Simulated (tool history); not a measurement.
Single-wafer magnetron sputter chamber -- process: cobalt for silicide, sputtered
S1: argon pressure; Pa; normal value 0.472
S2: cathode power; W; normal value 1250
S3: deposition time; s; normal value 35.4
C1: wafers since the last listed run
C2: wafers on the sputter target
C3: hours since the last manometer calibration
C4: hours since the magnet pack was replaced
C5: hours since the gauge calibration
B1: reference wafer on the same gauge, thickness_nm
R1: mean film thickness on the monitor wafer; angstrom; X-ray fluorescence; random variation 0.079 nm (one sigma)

run 1 day=0 | S1=0.472 S2=1250 S3=35.4 | C1=0 C2=2569 C3=1788 C4=4015 C5=346.9 | B1=23.285 | R1=237.54
run 2 day=1.3 | S1=0.472 S2=1250 S3=35.4 | C1=395 C2=2965 C3=1819.2 C4=4046.2 C5=378.1 | B1=23.258 | R1=238.69
run 3 day=1.996 | S1=0.472 S2=1250 S3=35.4 | C1=211 C2=3176 C3=1835.9 C4=4062.9 C5=394.8 | B1=23.294 | R1=237.63
run 4 day=2.571 | S1=0.472 S2=1250 S3=35.4 | C1=174 C2=3351 C3=1849.7 C4=4076.7 C5=408.6 | B1=23.266 | R1=237.97
run 5 day=4.038 | S1=0.472 S2=1250 S3=35.4 | C1=446 C2=3797 C3=1884.9 C4=4111.9 C5=443.8 | B1=23.337 | R1=237.73
run 6 day=5.342 | S1=0.472 S2=1400 S3=35.4 | C1=396 C2=4194 C3=1916.2 C4=4143.2 C5=475.1 | B1=23.303 | R1=255.03
run 7 day=5.962 | S1=0.472 S2=1400 S3=35.4 | C1=188 C2=4383 C3=1931.1 C4=4158.1 C5=490 | B1=23.326 | R1=254.67
run 8 day=7.204 | S1=0.566 S2=1250 S3=35.4 | C1=377 C2=4761 C3=1960.9 C4=4187.9 C5=519.8 | B1=23.304 | R1=228.03
run 9 day=7.783 | S1=0.566 S2=1250 S3=35.4 | C1=176 C2=4937 C3=1974.8 C4=4201.8 C5=533.7 | B1=23.283 | R1=228.05
run 10 day=10.2 | S1=0.472 S2=1050 S3=35.4 | C1=735 C2=5672 C3=2032.8 C4=4259.8 C5=591.7 | B1=23.323 | R1=215.8
-- day=10.904 gauge calibrated
run 11 day=10.971 | S1=0.472 S2=1050 S3=35.4 | C1=234 C2=5906 C3=2051.3 C4=4278.3 C5=1.6 | B1=23.299 | R1=216.94
run 12 day=12.029 | S1=0.472 S2=1250 S3=35.4 | C1=321 C2=6228 C3=2076.7 C4=4303.7 C5=27 | B1=23.294 | R1=238.19
run 13 day=12.662 | S1=0.472 S2=1250 S3=35.4 | C1=192 C2=6421 C3=2091.9 C4=4318.9 C5=42.2 | B1=23.292 | R1=238.93
run 14 day=13.221 | S1=0.362 S2=1500 S3=35.4 | C1=169 C2=6591 C3=2105.3 C4=4332.3 C5=55.6 | B1=23.306 | R1=278.59
run 15 day=14.233 | S1=0.631 S2=1000 S3=40.8 | C1=307 C2=6899 C3=2129.6 C4=4356.6 C5=79.9 | B1=23.299 | R1=226.83
-- day=14.946 capacitance manometer re-zeroed and calibrated
run 16 day=15.304 | S1=0.523 S2=1150 S3=30.5 | C1=224 C2=7123 C3=8.6 C4=4382.3 C5=105.6 | B1=23.266 | R1=191.22
run 17 day=15.917 | S1=0.595 S2=1250 S3=35.4 | C1=186 C2=7309 C3=23.3 C4=4397 C5=120.3 | B1=23.303 | R1=225.48
-- day=16.433 magnet pack replaced
run 18 day=16.504 | S1=0.566 S2=1250 S3=35.4 | C1=77 C2=7387 C3=37.4 C4=1.7 C5=134.4 | B1=23.283 | R1=230.33
-- day=18.154 sputter target and shields replaced
run 19 day=18.175 | S1=0.472 S2=1150 S3=35.4 | C1=406 C2=5 C3=77.5 C4=41.8 C5=174.5 | B1=23.304 | R1=226.35
run 20 day=19.054 | S1=0.592 S2=1500 S3=38.3 | C1=267 C2=273 C3=98.6 C4=62.9 C5=195.6 | B1=23.313 | R1=272.47
run 21 day=20.092 | S1=0.346 S2=1400 S3=40.3 | C1=315 C2=589 C3=123.5 C4=87.8 C5=220.5 | B1=23.282 | R1=309.08
run 22 day=21.554 | S1=0.472 S2=1250 S3=35.4 | C1=444 C2=1033 C3=158.6 C4=122.9 C5=255.6 | B1=23.316 | R1=237.62
run 23 day=22.646 | S1=0.58 S2=1250 S3=37.3 | C1=332 C2=1365 C3=184.8 C4=149.1 C5=281.8 | B1=23.302 | R1=240.39
run 24 day=23.171 | S1=0.554 S2=1450 S3=42.4 | C1=159 C2=1525 C3=197.4 C4=161.7 C5=294.4 | B1=23.304 | R1=299.73
run 25 day=23.783 | S1=0.472 S2=1250 S3=35.4 | C1=186 C2=1711 C3=212.1 C4=176.4 C5=309.1 | B1=23.314 | R1=239.08
run 26 day=24.317 | S1=0.386 S2=1150 S3=35.4 | C1=162 C2=1874 C3=224.9 C4=189.2 C5=321.9 | B1=23.297 | R1=236.31

Give the tool's hidden conditions for every run:
deposition rate above that of a new target (%): 0 in every run
true argon pressure above the setpoint (%): 0 in every run
gauge reads high (%): 0 in every run
